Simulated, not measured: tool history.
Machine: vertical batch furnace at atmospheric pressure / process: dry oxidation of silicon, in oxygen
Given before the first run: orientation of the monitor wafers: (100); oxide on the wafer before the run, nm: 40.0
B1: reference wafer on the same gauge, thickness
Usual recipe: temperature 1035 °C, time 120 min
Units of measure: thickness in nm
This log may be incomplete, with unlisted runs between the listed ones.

{"run": 1, "hour": 0.0, "temperature": 1035, "time": 120, "B1": 117.92, "thickness": 109.92}
{"run": 2, "hour": 20.7, "temperature": 1035, "time": 120, "B1": 118.04, "thickness": 109.96}
{"run": 3, "hour": 38.0, "temperature": 1035, "time": 120, "B1": 118.04, "thickness": 109.22}
{"run": 4, "hour": 71.8, "temperature": 1035, "time": 120, "B1": 118.06, "thickness": 109.68}
{"run": 5, "hour": 90.4, "temperature": 1035, "time": 120, "B1": 117.98, "thickness": 109.91}
{"run": 6, "hour": 157.4, "temperature": 1035, "time": 120, "B1": 117.87, "thickness": 110.27}
{"run": 7, "hour": 171.4, "temperature": 1035, "time": 120, "B1": 117.92, "thickness": 110.44}
{"hour": 223.7, "done": "boat lift adjusted"}
{"hour": 226.0, "done": "gauge calibrated"}
{"hour": 247.9, "done": "thermocouples replaced and temperature profile calibrated"}
{"run": 8, "hour": 248.4, "temperature": 1035, "time": 120, "B1": 117.89, "thickness": 107.55}
{"run": 9, "hour": 255.0, "temperature": 1035, "time": 120, "B1": 118, "thickness": 107.28}
{"run": 10, "hour": 261.6, "temperature": 1035, "time": 105.5, "B1": 118.04, "thickness": 100.35}
{"run": 11, "hour": 278.5, "temperature": 1050, "time": 72.5, "B1": 118.01, "thickness": 90.62}
{"run": 12, "hour": 294.3, "temperature": 1013, "time": 80.5, "B1": 117.99, "thickness": 76.1}
{"run": 13, "hour": 320.7, "temperature": 1035, "time": 120, "B1": 117.95, "thickness": 107.38}
{"run": 14, "hour": 336.2, "temperature": 1051, "time": 138.5, "B1": 117.97, "thickness": 128.78}
{"run": 15, "hour": 356.5, "temperature": 1010, "time": 174.5, "B1": 117.88, "thickness": 111.5}
{"run": 16, "hour": 379.3, "temperature": 1027, "time": 120, "B1": 118, "thickness": 102.04}
{"run": 17, "hour": 423.3, "temperature": 1056, "time": 76, "B1": 118.08, "thickness": 96.28}
{"run": 18, "hour": 458.3, "temperature": 1035, "time": 160, "B1": 118, "thickness": 126.23}
{"run": 19, "hour": 480.4, "temperature": 1035, "time": 120, "B1": 118, "thickness": 107.85}
{"run": 20, "hour": 502.5, "temperature": 1020, "time": 74, "B1": 118.13, "thickness": 76.44}

Exercise: give the hidden state of the tool at every run:
monitor wafer colder than the profiled boat position, K: 0, the same for each run
gauge reads high (%): 0, the same for each run
H1: true tube temperature minus thermocouple reading, K
run=1 H1=3.69
run=2 H1=3.8
run=3 H1=3.89
run=4 H1=4.08
run=5 H1=4.19
run=6 H1=4.58
run=7 H1=4.66
run=8 H1=0.8
run=9 H1=0.8
run=10 H1=0.801
run=11 H1=0.802
run=12 H1=0.805
run=13 H1=0.811
run=14 H1=0.816
run=15 H1=0.824
run=16 H1=0.835
run=17 H1=0.862
run=18 H1=0.889
run=19 H1=0.908
run=20 H1=0.93
